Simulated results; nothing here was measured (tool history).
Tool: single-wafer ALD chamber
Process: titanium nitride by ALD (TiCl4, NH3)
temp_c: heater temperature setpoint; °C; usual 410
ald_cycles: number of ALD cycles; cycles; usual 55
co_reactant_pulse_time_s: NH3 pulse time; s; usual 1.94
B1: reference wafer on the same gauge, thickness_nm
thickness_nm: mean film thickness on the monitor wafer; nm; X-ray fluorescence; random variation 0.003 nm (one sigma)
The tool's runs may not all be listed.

{"run": 1, "hour": 0.0, "temp_c": 410, "ald_cycles": 58, "co_reactant_pulse_time_s": 1.94, "B1": 1.058, "thickness_nm": 1.288}
{"run": 2, "hour": 30.8, "temp_c": 410, "ald_cycles": 58, "co_reactant_pulse_time_s": 1.94, "B1": 1.057, "thickness_nm": 1.282}
{"run": 3, "hour": 46.4, "temp_c": 410, "ald_cycles": 58, "co_reactant_pulse_time_s": 1.94, "B1": 1.059, "thickness_nm": 1.279}
{"run": 4, "hour": 72.8, "temp_c": 410, "ald_cycles": 55, "co_reactant_pulse_time_s": 1.94, "B1": 1.06, "thickness_nm": 1.22}
{"run": 5, "hour": 96.5, "temp_c": 410, "ald_cycles": 55, "co_reactant_pulse_time_s": 1.94, "B1": 1.061, "thickness_nm": 1.221}
{"run": 6, "hour": 108.7, "temp_c": 410, "ald_cycles": 55, "co_reactant_pulse_time_s": 1.94, "B1": 1.061, "thickness_nm": 1.219}
{"run": 7, "hour": 121.5, "temp_c": 406, "ald_cycles": 55, "co_reactant_pulse_time_s": 1.94, "B1": 1.062, "thickness_nm": 1.226}
{"run": 8, "hour": 135.1, "temp_c": 406, "ald_cycles": 55, "co_reactant_pulse_time_s": 1.94, "B1": 1.063, "thickness_nm": 1.218}
{"run": 9, "hour": 148.0, "temp_c": 406, "ald_cycles": 55, "co_reactant_pulse_time_s": 1.94, "B1": 1.063, "thickness_nm": 1.22}
{"run": 10, "hour": 181.3, "temp_c": 410, "ald_cycles": 45, "co_reactant_pulse_time_s": 2.47, "B1": 1.063, "thickness_nm": 1.007}
{"hour": 217.5, "done": "showerhead replaced"}
{"run": 11, "hour": 218.0, "temp_c": 410, "ald_cycles": 55, "co_reactant_pulse_time_s": 1.94, "B1": 1.065, "thickness_nm": 1.229}
{"run": 12, "hour": 229.5, "temp_c": 396, "ald_cycles": 59, "co_reactant_pulse_time_s": 1.43, "B1": 1.066, "thickness_nm": 1.29}
{"hour": 246.2, "done": "gauge calibrated"}
{"run": 13, "hour": 248.3, "temp_c": 421, "ald_cycles": 55, "co_reactant_pulse_time_s": 2.3, "B1": 1.049, "thickness_nm": 1.22}
{"run": 14, "hour": 281.7, "temp_c": 410, "ald_cycles": 60, "co_reactant_pulse_time_s": 1.94, "B1": 1.051, "thickness_nm": 1.317}
{"hour": 316.0, "done": "thermocouple changed; heater temperature recalibrated"}
{"run": 15, "hour": 316.5, "temp_c": 414, "ald_cycles": 61, "co_reactant_pulse_time_s": 1.94, "B1": 1.052, "thickness_nm": 1.349}
{"run": 16, "hour": 338.7, "temp_c": 410, "ald_cycles": 55, "co_reactant_pulse_time_s": 1.94, "B1": 1.052, "thickness_nm": 1.213}
{"run": 17, "hour": 353.8, "temp_c": 416, "ald_cycles": 52, "co_reactant_pulse_time_s": 1.26, "B1": 1.054, "thickness_nm": 1.127}
{"run": 18, "hour": 380.4, "temp_c": 410, "ald_cycles": 59, "co_reactant_pulse_time_s": 1.28, "B1": 1.054, "thickness_nm": 1.285}
{"run": 19, "hour": 403.1, "temp_c": 416, "ald_cycles": 47, "co_reactant_pulse_time_s": 1.37, "B1": 1.055, "thickness_nm": 1.025}

Forecast each of these 5 alternatives for the next run:
{"run": "A", "hour": 403.6, "temp_c": 410, "ald_cycles": 66, "co_reactant_pulse_time_s": 1.94, "B1": "?", "thickness_nm": "?"}
{"run": "B", "hour": 403.6, "temp_c": 422, "ald_cycles": 62, "co_reactant_pulse_time_s": 2.47, "B1": "?", "thickness_nm": "?"}
{"run": "C", "hour": 403.6, "temp_c": 424, "ald_cycles": 55, "co_reactant_pulse_time_s": 1.49, "B1": "?", "thickness_nm": "?"}
{"run": "D", "hour": 403.6, "temp_c": 420, "ald_cycles": 58, "co_reactant_pulse_time_s": 2.51, "B1": "?", "thickness_nm": "?"}
{"run": "E", "hour": 403.6, "temp_c": 403, "ald_cycles": 55, "co_reactant_pulse_time_s": 1.94, "B1": "?", "thickness_nm": "?"}

run=A B1=1.054 thickness_nm=1.449
run=B B1=1.054 thickness_nm=1.376
run=C B1=1.054 thickness_nm=1.203
run=D B1=1.054 thickness_nm=1.287
run=E B1=1.054 thickness_nm=1.204
Without the tool's hidden state the same runs would have given:
run=A thickness_nm=1.442
run=B thickness_nm=1.369
run=C thickness_nm=1.197
run=D thickness_nm=1.281
run=E thickness_nm=1.199

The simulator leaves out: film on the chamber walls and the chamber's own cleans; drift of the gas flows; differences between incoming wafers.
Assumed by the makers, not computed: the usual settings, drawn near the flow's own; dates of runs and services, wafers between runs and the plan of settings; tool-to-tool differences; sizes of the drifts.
